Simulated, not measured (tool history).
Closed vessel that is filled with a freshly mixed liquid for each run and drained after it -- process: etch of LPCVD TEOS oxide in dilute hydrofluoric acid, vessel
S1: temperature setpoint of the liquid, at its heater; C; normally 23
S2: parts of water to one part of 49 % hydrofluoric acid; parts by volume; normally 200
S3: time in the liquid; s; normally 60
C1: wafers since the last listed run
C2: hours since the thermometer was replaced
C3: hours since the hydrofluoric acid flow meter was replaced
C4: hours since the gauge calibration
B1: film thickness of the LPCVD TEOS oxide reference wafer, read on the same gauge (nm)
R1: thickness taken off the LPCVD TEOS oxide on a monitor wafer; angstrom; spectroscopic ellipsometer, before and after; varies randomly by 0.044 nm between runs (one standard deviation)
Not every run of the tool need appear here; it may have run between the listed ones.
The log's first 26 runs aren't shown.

run      day    S1   S2  S3     C1      C2      C3     C4     B1    R1
 27   83.075    21  165  50  10942  1485.9  1315.4  517.3  30.01  68.5
      84.229  -- hydrofluoric acid flow meter replaced
 28   86.533    25  295  60   8685  1568.9    55.3  600.3  30.03  44.2
 29   88.467    23  200  60   4914  1615.3   101.7  646.7  29.99  67.6
 30   91.908  21.5  200  60   8749  1697.9   184.3  729.3  30.01  63.7
 31   95.888    21  200  60  10115  1793.4   279.8  824.8  29.98  62.3
 32   97.933    20  130  35   5200  1842.5   328.9  873.9  29.99  58.1
 33  100.071    28  300  80   5433  1893.8   380.2  925.2  29.95  65.5
 34  102.408    23  200  60   5942  1949.9   436.3  981.3  29.98  67.8

Consider 3 possible next runs. They are alternatives, not a sequence: every one starts from the tool as it was left by run 34. What does each give?
  A  102.438    23  200  60  74  1950.6  437  982   ?   ?
  B  102.438  25.5  285  45  74  1950.6  437  982   ?   ?
  C  102.438  20.5  200  80  74  1950.6  437  982   ?   ?

run     B1    R1
  A  30.01  67.8
  B  30.01    36
  C  30.01  82.1
Without the tool's unlogged condition, the same runs would have read:
run    R1
  A  70.5
  B  37.2
  C  85.5

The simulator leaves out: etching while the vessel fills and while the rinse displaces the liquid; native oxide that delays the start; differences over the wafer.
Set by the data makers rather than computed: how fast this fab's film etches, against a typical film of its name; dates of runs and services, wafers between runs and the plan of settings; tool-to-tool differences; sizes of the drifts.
